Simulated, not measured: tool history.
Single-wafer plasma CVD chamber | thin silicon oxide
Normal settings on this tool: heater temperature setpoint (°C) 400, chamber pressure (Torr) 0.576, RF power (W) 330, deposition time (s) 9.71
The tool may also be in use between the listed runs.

run	day	heater temperature setpoint (°C)	chamber pressure (Torr)	RF power (W)	deposition time (s)	wafers since the last listed run	hours since the last thermocouple change	hours since the last RF generator calibration	hours since the last manometer calibration	hours since the showerhead was replaced	hours since the gauge calibration	read-back reference wafer on the same gauge, thickness_nm	mean film thickness on the monitor wafer (Å)
1	0	400	0.576	330	9.71	0	1563.2	347.2	1126.2	5125.4	2078.5	15.885	136.71
2	2.004	400	0.576	330	9.71	1503	1611.3	395.3	1174.3	5173.5	2126.6	15.905	135.79
3	4.688	400	0.466	330	9.71	2012	1675.7	459.7	1238.7	5237.9	2191	15.894	110.35
4	7.6	400	0.466	330	9.71	2184	1745.6	529.6	1308.6	5307.8	2260.9	15.899	109.49
5	10.658	400	0.466	330	9.71	2293	1819	603	1382	5381.2	2334.3	15.907	108.97
6	13.879	400	0.606	330	9.71	2415	1896.3	680.3	1459.3	5458.5	2411.6	15.893	143.12
7	17.171	400	0.606	330	9.71	2468	1975.3	759.3	1538.3	5537.5	2490.6	15.902	143.25
8	21.658	400	0.576	330	9.71	3365	2083	867	1646	5645.2	2598.3	15.882	136.88
9	24.604	400	0.576	330	9.71	2209	2153.7	937.7	1716.7	5715.9	2669	15.894	136.2
10	28.279	400	0.576	280	9.71	2756	2241.9	1025.9	1804.9	5804.1	2757.2	15.905	129.9
11	30.771	400	0.576	330	9.71	1868	2301.7	1085.7	1864.7	5863.9	2817	15.898	138.27
12	32.858	392	0.576	330	9.71	1565	2351.8	1135.8	1914.8	5914	2867.1	15.89	138.31
# day 35.35: RF generator calibrated
13	35.746	407	0.576	295	9.71	1915	2421.1	9.5	1984.1	5983.3	2936.4	15.888	135.77
# day 36.742: gauge calibrated
14	37.433	400	0.576	365	9.71	1265	2461.6	50	2024.6	6023.8	16.6	15.899	144.77
15	40.425	386	0.664	390	11.5	2243	2533.4	121.8	2096.4	6095.6	88.4	15.903	202.89
16	44.321	400	0.576	330	9.71	2922	2626.9	215.3	2189.9	6189.1	181.9	15.902	139.96
17	48.783	400	0.576	330	9.71	3347	2734	322.4	2297	6296.2	289	15.906	138.88
18	51.288	400	0.491	300	10.66	1878	2794.1	382.5	2357.1	6356.3	349.1	15.905	128.1
# day 53.417: showerhead replaced
# day 54.188: thermocouple changed; heater temperature recalibrated
19	55.129	413	0.502	390	10.9	2381	22.6	474.7	2449.3	41.1	441.3	15.888	143.61
# day 57.646: capacitance manometer re-zeroed and calibrated
20	58.55	400	0.576	330	9.71	2315	104.7	556.8	21.7	123.2	523.4	15.91	132.77
21	62.217	400	0.576	330	9.71	2750	192.7	644.8	109.7	211.2	611.4	15.893	132.24
22	63.892	400	0.576	330	9.71	1256	232.9	685	149.9	251.4	651.6	15.904	132.82
23	67.271	393	0.576	330	9.71	2534	314	766.1	231	332.5	732.7	15.898	132.28
24	70.483	405	0.576	385	10.94	2409	391.1	843.2	308.1	409.6	809.8	15.905	156.48
25	73	400	0.503	290	9.71	1887	451.5	903.6	368.5	470	870.2	15.898	111.27
# day 75.221: RF generator calibrated
26	76.008	393	0.619	295	9.71	2006	523.7	18.9	440.7	542.2	942.4	15.897	141.4
27	80.171	405	0.576	305	8.57	3122	623.6	118.8	540.6	642.1	1042.3	15.91	116.46
28	84.029	400	0.576	295	9.71	2894	716.2	211.4	633.2	734.7	1134.9	15.883	130.27

Alternative continuations, all from the tool just after run 28; predict every row:
A	84.046	400	0.576	330	9.71	12	716.6	211.8	633.6	735.1	1135.3	?	?
B	84.046	409	0.576	330	8.77	12	716.6	211.8	633.6	735.1	1135.3	?	?
C	84.046	400	0.455	290	9.71	12	716.6	211.8	633.6	735.1	1135.3	?	?
D	84.046	393	0.576	370	8.66	12	716.6	211.8	633.6	735.1	1135.3	?	?

run	read-back reference wafer on the same gauge, thickness_nm	mean film thickness on the monitor wafer (Å)
A	15.9	135.06
B	15.9	121.39
C	15.9	102.36
D	15.9	125.4
With the hidden condition removed and each run's random variation left untouched, the same runs would have given:
run	mean film thickness on the monitor wafer (Å)
A	135.18
B	121.49
C	102.45
D	125.45
